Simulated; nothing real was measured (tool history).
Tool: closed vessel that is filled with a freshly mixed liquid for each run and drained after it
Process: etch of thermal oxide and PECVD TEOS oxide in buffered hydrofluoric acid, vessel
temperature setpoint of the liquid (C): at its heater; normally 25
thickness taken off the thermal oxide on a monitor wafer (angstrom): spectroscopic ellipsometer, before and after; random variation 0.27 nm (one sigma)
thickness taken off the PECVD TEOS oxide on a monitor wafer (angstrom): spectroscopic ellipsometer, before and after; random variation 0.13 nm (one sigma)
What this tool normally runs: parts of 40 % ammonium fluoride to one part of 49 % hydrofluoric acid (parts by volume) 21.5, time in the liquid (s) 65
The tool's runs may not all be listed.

run	hour	temperature setpoint of the liquid (C)	parts of 40 % ammonium fluoride to one part of 49 % hydrofluoric acid (parts by volume)	time in the liquid (s)	wafers since the last listed run	hours since the thermometer was replaced	hours since the hydrofluoric acid flow meter was replaced	hours since the gauge calibration	read-back film thickness of the thermal oxide reference wafer, read on the same gauge (nm)	read-back film thickness of the PECVD TEOS oxide reference wafer, read on the same gauge (nm)	thickness taken off the thermal oxide on a monitor wafer (angstrom)	thickness taken off the PECVD TEOS oxide on a monitor wafer (angstrom)
1	0	25	21.5	65	0	236.8	1481.1	1349.7	41.85	62.76	429.7	419.2
2	61.4	26	21.5	65	8662	298.2	1542.5	1411.1	41.92	62.94	459.2	439.3
3	100.1	26	21.5	65	5460	336.9	1581.2	1449.8	41.96	62.96	461.4	439.6
# hour 101.5: gauge calibrated
4	138.6	26	21.5	65	5431	375.4	1619.7	37.1	40.03	60.08	436.4	417.9
5	186.5	25	16	65	6758	423.3	1667.6	85	40.13	60.13	547.2	525
6	219.5	25	21.5	65	4655	456.3	1700.6	118	40.18	60.2	412.7	398.8
# hour 238.5: hydrofluoric acid flow meter replaced
7	258.9	23.5	21.5	45	5417	495.7	20.4	157.4	40.17	60.34	264.5	256.2
8	324.9	25	13.5	80	9311	561.7	86.4	223.4	40.29	60.39	788.7	764
9	381.7	22.5	17.5	50	8013	618.5	143.2	280.2	40.38	60.55	334.5	324.3
# hour 391.8: thermometer replaced
10	413.5	25	21.5	80	4345	21.7	175	312	40.41	60.64	515.1	495.3
11	453.3	25	29.5	65	5615	61.5	214.8	351.8	40.49	60.71	334.9	323.3
12	508.4	28.5	30	95	7773	116.6	269.9	406.9	40.5	60.77	587.3	565.6
13	686.7	22.5	21.5	65	25155	294.9	448.2	585.2	40.78	61.16	368.7	355.5
14	711.1	23.5	19	65	3442	319.3	472.6	609.6	40.82	61.26	431.9	414.5
15	759.4	25	21.5	65	6814	367.6	520.9	657.9	40.88	61.31	421.3	405.9
16	819	30	21.5	65	8408	427.2	580.5	717.5	40.97	61.45	546.4	535.8
17	877.5	25	21.5	30	8253	485.7	639	776	41.03	61.51	196.9	188.8
18	909.9	29.5	25	50	4571	518.1	671.4	808.4	41.07	61.58	375.3	358.9
19	935.3	28	21.5	65	3583	543.5	696.8	833.8	41.12	61.64	495.7	482.1
20	1004	20.5	21.5	90	9692	612.2	765.5	902.5	41.15	61.8	459.4	441.5
21	1053.3	29.5	28	65	6955	661.5	814.8	951.8	41.24	61.87	454.5	439.6
# hour 1086.9: thermometer replaced
22	1106	25	21.5	100	7294	19.1	867.5	1004.5	41.33	62.02	654.4	631.6
23	1164.2	28.5	13.5	65	8211	77.3	925.7	1062.7	41.4	62.08	800.7	770.3
24	1219.5	25	21.5	100	7802	132.6	981	1118	41.48	62.22	659	633.2
25	1247.7	25	29.5	65	3978	160.8	1009.2	1146.2	41.51	62.26	343.4	332.6

Measured result minus the same run's result without the hidden state. Both carry the same run-to-run variation, though not necessarily the same gauge scatter:
The tool's hidden condition here consists of: liquid hotter than its thermometer reads (K); hydrofluoric acid flow above the setpoint (%); gauge reads high (%).
run	thickness taken off the thermal oxide on a monitor wafer (angstrom)	thickness taken off the PECVD TEOS oxide on a monitor wafer (angstrom)
1	+19.1	+18.6
2	+21.3	+20.3
3	+21.9	+20.8
4	+0.4	+0.4
5	+1.3	+1.3
6	+1.5	+1.4
7	+1.3	+1.3
8	+5.6	+5.4
9	+3	+2.9
10	+5.1	+5
11	+3.8	+3.6
12	+7.7	+7.4
13	+6.9	+6.7
14	+8.5	+8.2
15	+8.9	+8.6
16	+12.6	+12.4
17	+4.9	+4.7
18	+9.8	+9.4
19	+13.3	+13
20	+13.3	+12.8
21	+13.9	+13.5
22	+21.1	+20.3
23	+27.3	+26.3
24	+23.6	+22.7
25	+12.6	+12.2
